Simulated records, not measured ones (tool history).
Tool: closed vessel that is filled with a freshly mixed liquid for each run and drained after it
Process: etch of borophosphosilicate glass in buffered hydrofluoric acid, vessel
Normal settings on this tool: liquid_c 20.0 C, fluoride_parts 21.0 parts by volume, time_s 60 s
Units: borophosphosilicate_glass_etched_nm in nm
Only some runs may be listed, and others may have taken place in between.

| run | hour | liquid_c | fluoride_parts | time_s | wafers since the last listed run | hours since the thermometer was replaced | hours since the hydrofluoric acid flow meter was replaced | hours since the gauge calibration | read-back film thickness of the borophosphosilicate glass reference wafer, read on the same gauge (nm) | borophosphosilicate_glass_etched_nm |
|---|---|---|---|---|---|---|---|---|---|---|
| 1 | 0.0 | 20.0 | 21.0 | 60 | 0 | 2210.1 | 1506.7 | 960.1 | 50.01 | 44.26 |
| 2 | 87.3 | 20.0 | 21.0 | 60 | 10131 | 2297.4 | 1594.0 | 1047.4 | 49.99 | 44.25 |
| 3 | 381.6 | 20.0 | 21.0 | 60 | 34154 | 2591.7 | 1888.3 | 1341.7 | 50.01 | 43.31 |
| 4 | 477.0 | 20.0 | 21.0 | 60 | 11071 | 2687.1 | 1983.7 | 1437.1 | 49.98 | 43.33 |
|  | 504.0 | gauge calibrated |
| 5 | 572.0 | 20.0 | 21.0 | 60 | 11024 | 2782.1 | 2078.7 | 68.0 | 50.01 | 42.84 |
| 6 | 664.1 | 20.0 | 21.0 | 60 | 10688 | 2874.2 | 2170.8 | 160.1 | 49.98 | 43.34 |
| 7 | 733.4 | 20.0 | 21.0 | 60 | 8042 | 2943.5 | 2240.1 | 229.4 | 49.99 | 42.80 |
|  | 745.9 | thermometer replaced |
|  | 756.3 | hydrofluoric acid flow meter replaced |
| 8 | 808.6 | 17.0 | 18.0 | 75 | 8495 | 62.7 | 52.3 | 304.6 | 50.00 | 58.50 |
| 9 | 894.9 | 23.0 | 21.0 | 60 | 10015 | 149.0 | 138.6 | 390.9 | 50.01 | 56.76 |
| 10 | 1145.8 | 17.0 | 21.0 | 50 | 29117 | 399.9 | 389.5 | 641.8 | 50.00 | 33.47 |
| 11 | 1225.4 | 22.5 | 21.0 | 50 | 9237 | 479.5 | 469.1 | 721.4 | 50.00 | 45.34 |
| 12 | 1275.7 | 17.0 | 21.0 | 30 | 5837 | 529.8 | 519.4 | 771.7 | 50.01 | 19.96 |
| 13 | 1379.2 | 20.0 | 23.5 | 60 | 12011 | 633.3 | 622.9 | 875.2 | 50.01 | 43.25 |
| 14 | 1419.9 | 21.5 | 21.0 | 45 | 4723 | 674.0 | 663.6 | 915.9 | 50.00 | 38.72 |
| 15 | 1511.5 | 20.0 | 21.0 | 60 | 10630 | 765.6 | 755.2 | 1007.5 | 49.99 | 46.68 |

Each row is a separate what-if for the run after 15, all from the same tool condition, not one after another. Results?
| A | 1512.2 | 24.0 | 21.0 | 60 | 81 | 766.3 | 755.9 | 1008.2 | ? | ? |
| B | 1512.2 | 17.0 | 29.0 | 60 | 81 | 766.3 | 755.9 | 1008.2 | ? | ? |
| C | 1512.2 | 22.0 | 21.0 | 45 | 81 | 766.3 | 755.9 | 1008.2 | ? | ? |

| run | read-back film thickness of the borophosphosilicate glass reference wafer, read on the same gauge (nm) | borophosphosilicate_glass_etched_nm |
|---|---|---|
| A | 50.01 | 58.35 |
| B | 50.01 | 31.60 |
| C | 50.01 | 39.23 |
Had the tool no hidden state, the same runs would have come out as:
| run | borophosphosilicate_glass_etched_nm |
|---|---|
| A | 60.56 |
| B | 32.83 |
| C | 40.72 |

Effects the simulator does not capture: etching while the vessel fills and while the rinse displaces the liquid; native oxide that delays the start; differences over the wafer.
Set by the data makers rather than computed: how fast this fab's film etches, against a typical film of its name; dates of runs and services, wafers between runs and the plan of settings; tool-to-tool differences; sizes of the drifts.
